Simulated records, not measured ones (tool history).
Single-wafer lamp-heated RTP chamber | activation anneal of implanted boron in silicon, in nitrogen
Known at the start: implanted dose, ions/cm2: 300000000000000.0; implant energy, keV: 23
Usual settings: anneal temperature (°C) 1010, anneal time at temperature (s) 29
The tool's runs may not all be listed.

run,day,anneal temperature (°C),anneal time at temperature (s),"read-back reference wafer on the same gauge, sheet resistance",sheet resistance of the implanted and annealed layer (ohm/square)
1,0.000,1010,29,223.93,277.22
2,0.696,1010,29,223.90,276.71
3,1.846,1010,29,224.09,278.15
4,2.550,1010,29,224.11,276.07
5,3.483,1000,21,223.95,278.73
6,5.129,1010,29,224.02,276.61
7,6.308,1010,29,223.93,274.84
# day 7.450: pyrometer window cleaned and pyrometer calibrated
8,7.471,1010,29,223.95,276.14
9,8.525,1010,29,224.04,274.50
10,9.542,1010,29,223.99,274.04
11,10.658,1010,29,223.91,277.38
12,12.038,995,41,224.02,278.69
13,12.725,995,41,224.00,278.43
14,13.633,995,41,223.98,279.61
15,14.775,998,41,223.80,278.81
# day 15.979: reflector plate cleaned
16,16.275,1020,37,223.97,272.39
17,17.162,1010,29,224.09,275.74
18,18.533,1024,16,224.16,277.00
19,19.471,1010,29,223.90,276.46
20,20.596,993,17,224.04,284.73
# day 21.875: gauge calibrated
21,21.896,1030,43,223.96,274.56
22,26.062,1018,24,224.07,274.90
23,27.029,1010,41,224.06,274.79
24,27.562,1010,29,224.11,276.08
# day 28.896: pyrometer window cleaned and pyrometer calibrated
25,28.917,1010,29,224.05,278.16
26,29.662,1010,29,223.93,276.94
27,30.667,1010,29,224.03,275.35
28,32.092,1026,29,224.03,274.22
29,33.062,1024,21,224.01,276.49
30,34.346,986,36,224.06,283.53
31,37.383,1018,14,223.98,276.73

4 ways to go on from here, each from the tool as it stands after run 31. What would each give?
A,37.400,1031,29,?,?
B,37.400,1010,14,?,?
C,37.400,986,13,?,?
D,37.400,1001,44,?,?

run,"read-back reference wafer on the same gauge, sheet resistance",sheet resistance of the implanted and annealed layer (ohm/square)
A,224.05,273.23
B,224.05,277.29
C,224.05,288.85
D,224.05,276.21
What these runs would have given with no unlogged condition in the tool:
run,sheet resistance of the implanted and annealed layer (ohm/square)
A,273.23
B,277.29
C,288.85
D,276.21
